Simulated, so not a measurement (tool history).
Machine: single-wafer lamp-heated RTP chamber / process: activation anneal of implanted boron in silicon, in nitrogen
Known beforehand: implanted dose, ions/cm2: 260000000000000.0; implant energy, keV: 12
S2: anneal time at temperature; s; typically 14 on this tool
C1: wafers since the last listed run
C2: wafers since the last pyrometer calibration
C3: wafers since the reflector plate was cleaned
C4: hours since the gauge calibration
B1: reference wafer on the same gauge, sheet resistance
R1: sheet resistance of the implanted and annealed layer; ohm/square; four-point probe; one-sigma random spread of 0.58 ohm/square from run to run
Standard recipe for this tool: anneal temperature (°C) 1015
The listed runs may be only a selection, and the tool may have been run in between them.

run 1 hour=0 | anneal_temperature_(°C)=1015 S2=14 | C1=0 C2=7970 C3=5436 C4=123.3 | B1=377.13 | R1=388.15
run 2 hour=17.3 | anneal_temperature_(°C)=1015 S2=14 | C1=236 C2=8206 C3=5672 C4=140.6 | B1=377.11 | R1=387.9
run 3 hour=28.9 | anneal_temperature_(°C)=1015 S2=14 | C1=158 C2=8365 C3=5830 C4=152.2 | B1=377.02 | R1=388.06
run 4 hour=37.9 | anneal_temperature_(°C)=1015 S2=14 | C1=122 C2=8488 C3=5953 C4=161.2 | B1=377.05 | R1=387.71
run 5 hour=54.6 | anneal_temperature_(°C)=1039 S2=10 | C1=228 C2=8716 C3=6181 C4=177.9 | B1=376.87 | R1=386.36
run 6 hour=68.1 | anneal_temperature_(°C)=1015 S2=14 | C1=184 C2=8900 C3=6366 C4=191.4 | B1=376.99 | R1=388.47
-- hour=92.7 pyrometer window cleaned and pyrometer calibrated
run 7 hour=93.2 | anneal_temperature_(°C)=1015 S2=14 | C1=233 C2=6 C3=6599 C4=216.5 | B1=377.07 | R1=388.28
run 8 hour=96.3 | anneal_temperature_(°C)=1015 S2=14 | C1=42 C2=49 C3=6642 C4=219.6 | B1=377.07 | R1=387.51
run 9 hour=104.9 | anneal_temperature_(°C)=1015 S2=14 | C1=117 C2=166 C3=6759 C4=228.2 | B1=376.83 | R1=388.04
run 10 hour=118.4 | anneal_temperature_(°C)=1015 S2=11 | C1=184 C2=351 C3=6944 C4=241.7 | B1=377.01 | R1=389.21
run 11 hour=125.8 | anneal_temperature_(°C)=1015 S2=14 | C1=101 C2=452 C3=7045 C4=249.1 | B1=376.98 | R1=387.63
run 12 hour=141.7 | anneal_temperature_(°C)=1015 S2=16 | C1=217 C2=669 C3=7262 C4=265 | B1=376.94 | R1=388.25
run 13 hour=149.9 | anneal_temperature_(°C)=1015 S2=14 | C1=111 C2=781 C3=7374 C4=273.2 | B1=377.04 | R1=387.92
run 14 hour=159.4 | anneal_temperature_(°C)=1015 S2=10 | C1=129 C2=911 C3=7504 C4=282.7 | B1=376.92 | R1=389.31
run 15 hour=172.4 | anneal_temperature_(°C)=1006 S2=7 | C1=177 C2=1088 C3=7681 C4=295.7 | B1=376.86 | R1=392.59
-- hour=181.9 gauge calibrated
-- hour=191.1 reflector plate cleaned
run 16 hour=191.6 | anneal_temperature_(°C)=990 S2=10 | C1=152 C2=1241 C3=6 C4=9.7 | B1=376.95 | R1=398.3
run 17 hour=194.9 | anneal_temperature_(°C)=1037 S2=6 | C1=45 C2=1286 C3=51 C4=13 | B1=376.87 | R1=386.76
run 18 hour=207.8 | anneal_temperature_(°C)=1015 S2=14 | C1=176 C2=1462 C3=227 C4=25.9 | B1=377.18 | R1=388.03
run 19 hour=223.5 | anneal_temperature_(°C)=996 S2=14 | C1=214 C2=1677 C3=442 C4=41.6 | B1=376.94 | R1=392.91
run 20 hour=238.6 | anneal_temperature_(°C)=1015 S2=11 | C1=206 C2=1883 C3=648 C4=56.7 | B1=376.97 | R1=387.78
run 21 hour=249.6 | anneal_temperature_(°C)=991 S2=10 | C1=150 C2=2033 C3=798 C4=67.7 | B1=376.97 | R1=397.26
run 22 hour=256.5 | anneal_temperature_(°C)=1039 S2=10 | C1=94 C2=2128 C3=892 C4=74.6 | B1=377.01 | R1=386.61

Predict each of these 3 candidate next runs independently; none follows another, all start after run 22:
run A hour=256.9 | anneal_temperature_(°C)=994 S2=14 | C1=5 C2=2133 C3=898 C4=75 | B1=? | R1=?
run B hour=256.9 | anneal_temperature_(°C)=1042 S2=17 | C1=5 C2=2133 C3=898 C4=75 | B1=? | R1=?
run C hour=256.9 | anneal_temperature_(°C)=991 S2=18 | C1=5 C2=2133 C3=898 C4=75 | B1=? | R1=?

run=A B1=377.05 R1=393.11
run=B B1=377.05 R1=383.58
run=C B1=377.05 R1=393.25
What these runs would have given with no unlogged condition in the tool:
run=A R1=393.11
run=B R1=383.58
run=C R1=393.25

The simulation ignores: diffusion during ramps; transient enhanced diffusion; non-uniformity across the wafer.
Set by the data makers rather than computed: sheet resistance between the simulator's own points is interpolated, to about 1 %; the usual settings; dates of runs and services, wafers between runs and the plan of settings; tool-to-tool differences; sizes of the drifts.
